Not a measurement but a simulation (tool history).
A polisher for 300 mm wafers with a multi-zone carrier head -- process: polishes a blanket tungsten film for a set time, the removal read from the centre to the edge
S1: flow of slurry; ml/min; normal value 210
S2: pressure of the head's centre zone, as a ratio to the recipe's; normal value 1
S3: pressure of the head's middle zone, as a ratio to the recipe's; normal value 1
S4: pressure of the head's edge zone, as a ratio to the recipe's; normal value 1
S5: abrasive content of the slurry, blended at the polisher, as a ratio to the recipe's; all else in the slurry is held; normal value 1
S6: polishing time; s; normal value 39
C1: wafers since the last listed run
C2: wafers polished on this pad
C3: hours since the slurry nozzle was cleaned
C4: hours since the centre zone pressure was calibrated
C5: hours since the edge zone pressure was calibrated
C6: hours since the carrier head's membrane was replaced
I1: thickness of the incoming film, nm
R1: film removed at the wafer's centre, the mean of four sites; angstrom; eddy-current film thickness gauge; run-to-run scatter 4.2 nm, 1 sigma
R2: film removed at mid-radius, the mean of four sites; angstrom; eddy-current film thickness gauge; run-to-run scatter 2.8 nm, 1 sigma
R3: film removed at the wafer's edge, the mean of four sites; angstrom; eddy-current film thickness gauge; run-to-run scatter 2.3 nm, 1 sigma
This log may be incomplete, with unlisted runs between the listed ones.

run	hour	S1	S2	S3	S4	S5	S6	C1	C2	C3	C4	C5	C6	I1	R1	R2	R3
1	0	210	1	1	1	1	30	0	2910	454.8	184	497.5	1011.9	944.3	2007	2031	2021
# hour 83.8: worn pad replaced by a new one
# hour 87.5: slurry nozzle cleaned
2	184.7	210	1	1	1	1	30	2523	1403	97.2	368.7	682.2	1196.6	937.9	2154	2116	2121
# hour 209.3: centre zone pressure recalibrated
# hour 211.1: edge zone pressure recalibrated
3	211.8	210	1	1	1	1	30	328	1731	124.3	2.5	0.7	1223.7	931.4	2148	2105	2107
4	249.2	210	0.95	1	1	1	39	525	2256	161.7	39.9	38.1	1261.1	930	2569	2655	2646
5	297.7	210	0.95	1	1	1	39	681	2937	210.2	88.4	86.6	1309.6	943.9	2536	2631	2689
6	326.5	210	0.95	1	1	1	39	404	3341	239	117.2	115.4	1338.4	929.3	2500	2650	2628
# hour 361.7: worn pad replaced by a new one
7	390.5	210	1	1	1	1	39	842	404	303	181.2	179.4	1402.4	934.3	2855	2859	2880
8	545	210	1	1	1	1	39	2169	2573	457.5	335.7	333.9	1556.9	914.2	2667	2587	2630
# hour 576.9: centre zone pressure recalibrated
9	601	245	1	1	1	1	39	758	3331	513.5	24.1	389.9	1612.9	923.4	2647	2647	2639
# hour 617.6: worn pad replaced by a new one
10	626.1	245	1	1	1	1	39	296	119	538.6	49.2	415	1638	925.1	2924	2878	2945
# hour 642.7: slurry nozzle cleaned
11	678.5	210	1	1	1	1	39	721	841	35.8	101.6	467.4	1690.4	944	2815	2817	2847
12	742.2	210	1	1	1	1	39	894	1735	99.5	165.3	531.1	1754.1	936.7	2729	2715	2695
# hour 781.5: carrier head's membrane replaced by a new one
13	787.8	255	1	1.1	1	0.9	39	570	2305	145.1	210.9	576.7	6.3	935.7	2657	2709	2610
14	839	210	1.04	1	1	1	39	718	3024	196.3	262.1	627.9	57.5	939.3	2761	2606	2646
15	878	240	1	1	1	1	39	547	3572	235.3	301.1	666.9	96.5	940.2	2719	2640	2639
# hour 906.9: worn pad replaced by a new one
16	913.7	280	1	1	0.89	1	39	445	94	271	336.8	702.6	132.2	931	3086	3015	2888
# hour 922.6: edge zone pressure recalibrated
17	971.5	210	1	1	1	1	39	783	878	328.8	394.6	48.9	190	940.7	2742	2768	2798
# hour 986.7: centre zone pressure recalibrated
18	1036.5	210	0.96	0.9	1	1.1	26	884	1763	393.8	49.8	113.9	255	918.5	1751	1726	1845
19	1072.5	210	1	1	1	1	30	505	2268	429.8	85.8	149.9	291	932.5	2050	2020	2050
20	1110.1	255	1.1	1.06	1	1	39	527	2796	467.4	123.4	187.5	328.6	932.9	2889	2741	2657
# hour 1165.7: worn pad replaced by a new one
# hour 1179: slurry nozzle cleaned
21	1205.4	280	1	1	1	1	39	1267	543	26.4	218.7	282.8	423.9	935.1	2953	2983	3005
22	1275.6	210	1	1	1	1	39	985	1529	96.6	288.9	353	494.1	924.8	2843	2727	2743

Alternative continuations, all from the tool just after run 22; predict every row:
A	1276	210	1	1	1	0.75	39	5	1535	97	289.3	353.4	494.5	929.8	?	?	?
B	1276	265	1	1	1	1	39	5	1535	97	289.3	353.4	494.5	929.8	?	?	?
C	1276	210	0.89	1	1	1	32	5	1535	97	289.3	353.4	494.5	929.8	?	?	?

run	R1	R2	R3
A	2633	2521	2558
B	2905	2774	2799
C	2091	2227	2258
Stripped of hidden state, with their random variation kept, the same runs would have yielded:
run	R1	R2	R3
A	2991	2855	2876
B	3286	3130	3139
C	2375	2521	2539
